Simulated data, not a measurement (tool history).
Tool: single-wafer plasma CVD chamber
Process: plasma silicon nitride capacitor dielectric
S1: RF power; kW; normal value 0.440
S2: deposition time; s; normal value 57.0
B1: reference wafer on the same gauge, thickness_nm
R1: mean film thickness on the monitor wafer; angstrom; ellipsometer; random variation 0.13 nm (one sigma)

run	hour	S1	S2	B1	R1
1	0.0	0.460	57.0	79.293	860.94
2	17.4	0.460	57.0	79.290	859.24
3	28.1	0.440	52.0	79.305	771.86
4	45.5	0.440	52.0	79.328	770.82
5	59.2	0.440	52.0	79.295	769.73
6	78.0	0.440	57.0	79.306	843.44
7	93.3	0.440	57.0	79.259	843.95
8	103.0	0.440	63.2	79.285	934.20
9	118.0	0.440	63.2	79.314	933.94
10	126.4	0.440	63.2	79.304	936.34
11	138.9	0.440	57.0	79.294	843.23
12	147.7	0.440	57.0	79.331	842.79
13	174.7	0.440	57.0	79.333	842.87
14	180.9	0.440	57.0	79.276	842.35
15	194.5	0.440	57.0	79.367	843.31
16	203.3	0.440	57.0	79.279	863.60
17	206.3	0.440	61.9	79.334	940.24
18	217.4	0.485	57.0	79.339	895.07
19	225.7	0.480	57.0	79.258	893.75
20	232.3	0.440	60.7	79.290	920.58
21	246.6	0.355	57.0	79.318	795.57
22	260.2	0.440	57.0	79.282	865.51
23	267.5	0.490	57.0	79.310	902.90
24	284.5	0.475	49.9	79.270	778.87
25	295.2	0.360	65.0	79.349	911.72
26	333.5	0.395	54.1	79.347	788.68
27	360.3	0.505	46.3	79.320	738.87
28	375.2	0.400	52.8	79.363	772.76
29	390.7	0.405	49.0	79.349	719.72
30	399.8	0.440	57.0	79.277	865.13
31	409.7	0.385	47.8	79.311	688.90
32	420.5	0.440	57.0	79.338	863.92
33	429.3	0.355	50.5	79.335	704.67
34	436.2	0.440	47.8	79.309	725.29
35	443.3	0.440	57.0	79.256	864.00
36	472.4	0.465	53.5	79.286	828.10

Withheld: 3 entries from between the runs. Position of each, and hidden state at the listed run before versus the listed run after:
Between runs 12 and 13: gauge calibrated (hour 161.0)
  delivered RF power above the setpoint (%): -6.85 -> -7
  measured less the result without the state, R1: -23.29 -> -23.85 angstrom
Between runs 14 and 15: showerhead replaced (hour 194.0)
  delivered RF power above the setpoint (%): -7.04 -> -7.11
  measured less the result without the state, R1: -23.96 -> -24.27 angstrom
Between runs 15 and 16: RF generator calibrated (hour 202.8)
  delivered RF power above the setpoint (%): -7.11 -> -0.368
  measured less the result without the state, R1: -24.27 -> -1.21 angstrom
